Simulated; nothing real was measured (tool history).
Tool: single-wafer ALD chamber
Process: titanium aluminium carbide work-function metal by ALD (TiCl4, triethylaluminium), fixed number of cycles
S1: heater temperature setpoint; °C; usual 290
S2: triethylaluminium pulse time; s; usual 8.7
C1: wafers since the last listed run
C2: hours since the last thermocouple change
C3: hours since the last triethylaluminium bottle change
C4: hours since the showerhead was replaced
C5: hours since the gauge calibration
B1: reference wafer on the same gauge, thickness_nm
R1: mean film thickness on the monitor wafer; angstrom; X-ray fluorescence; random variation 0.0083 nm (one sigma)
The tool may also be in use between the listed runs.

run    hour   S1     S2    C1      C2      C3      C4      C5     B1     R1
  1       0  287  11.28     0   492.2    32.8  5707.3    40.6  2.318  22.78
  2      64  290   9.73   948   556.2    96.8  5771.3   104.6  2.317  22.69
  3   151.6  290    6.6  1298   643.8   184.4  5858.9   192.2  2.322  20.13
  4   221.2  290    8.7  1031   713.4     254  5928.5   261.8  2.319  22.27
  5   285.1  290    8.7   947   777.3   317.9  5992.4   325.7  2.319  22.24
  6   358.2  290    8.7  1083   850.4     391  6065.5   398.8  2.322  22.23
  7   446.1  290    8.7  1302   938.3   478.9  6153.4   486.7  2.318  22.16
  8     544  279   6.68  1451  1036.2   576.8  6251.3   584.6  2.319   19.1
  9   624.6  279   6.68  1194  1116.8   657.4  6331.9   665.2   2.32  19.27
 10   695.3  282    8.7  1048  1187.5   728.1  6402.6   735.9  2.321  21.55
 11   781.5  282    8.7  1277  1273.7   814.3  6488.8   822.1  2.322  21.32
 12   883.6  290    8.7  1513  1375.8   916.4  6590.9   924.2  2.319  21.95
 13   989.4  290   5.94  1568  1481.6  1022.2  6696.7    1030  2.322  18.28
 14  1043.3  297  10.38   798  1535.5  1076.1  6750.6  1083.9  2.319  23.31
     1119.4  -- thermocouple changed; heater temperature recalibrated
 15  1120.5  290   9.73  1025     1.1  1153.3  6827.8  1161.1  2.322  22.37
     1176.4  -- triethylaluminium bottle replaced
 16  1176.9  283  10.56   717    57.5     0.5  6884.2  1217.5  2.325  22.26
     1217.1  -- showerhead replaced
 17  1272.8  294  11.09  1302   153.4    96.4    55.7  1313.4  2.323  23.33
     1291.9  -- gauge calibrated
 18  1364.1  280   7.14  1353   244.7   187.7     147    72.2  2.325  20.11
 19  1449.3  290   7.45  1262   329.9   272.9   232.2   157.4  2.321  21.25
 20  1521.7  298  11.88  1073   402.3   345.3   304.6   229.8  2.322  24.11
 21  1570.7  290  11.42   726   451.3   394.3   353.6   278.8  2.316  23.25
 22  1674.7  284   9.97  1541   555.3   498.3   457.6   382.8  2.317  22.28
 23    1722  290    8.7   701   602.6   545.6   504.9   430.1  2.323  22.22

4 ways to go on from here, each from the tool as it stands after run 23. What would each give?
  A  1722.4  290    8.7   5  603  546  505.3  430.5   ?   ?
  B  1722.4  301  11.67   5  603  546  505.3  430.5   ?   ?
  C  1722.4  277  12.05   5  603  546  505.3  430.5   ?   ?
  D  1722.4  276  10.35   5  603  546  505.3  430.5   ?   ?

run     B1     R1
  A  2.323  22.22
  B  2.323  24.17
  C  2.323  22.02
  D  2.323  21.64
Without the tool's hidden state the same runs would have given:
run     R1
  A  22.29
  B   24.2
  C  22.04
  D  21.67
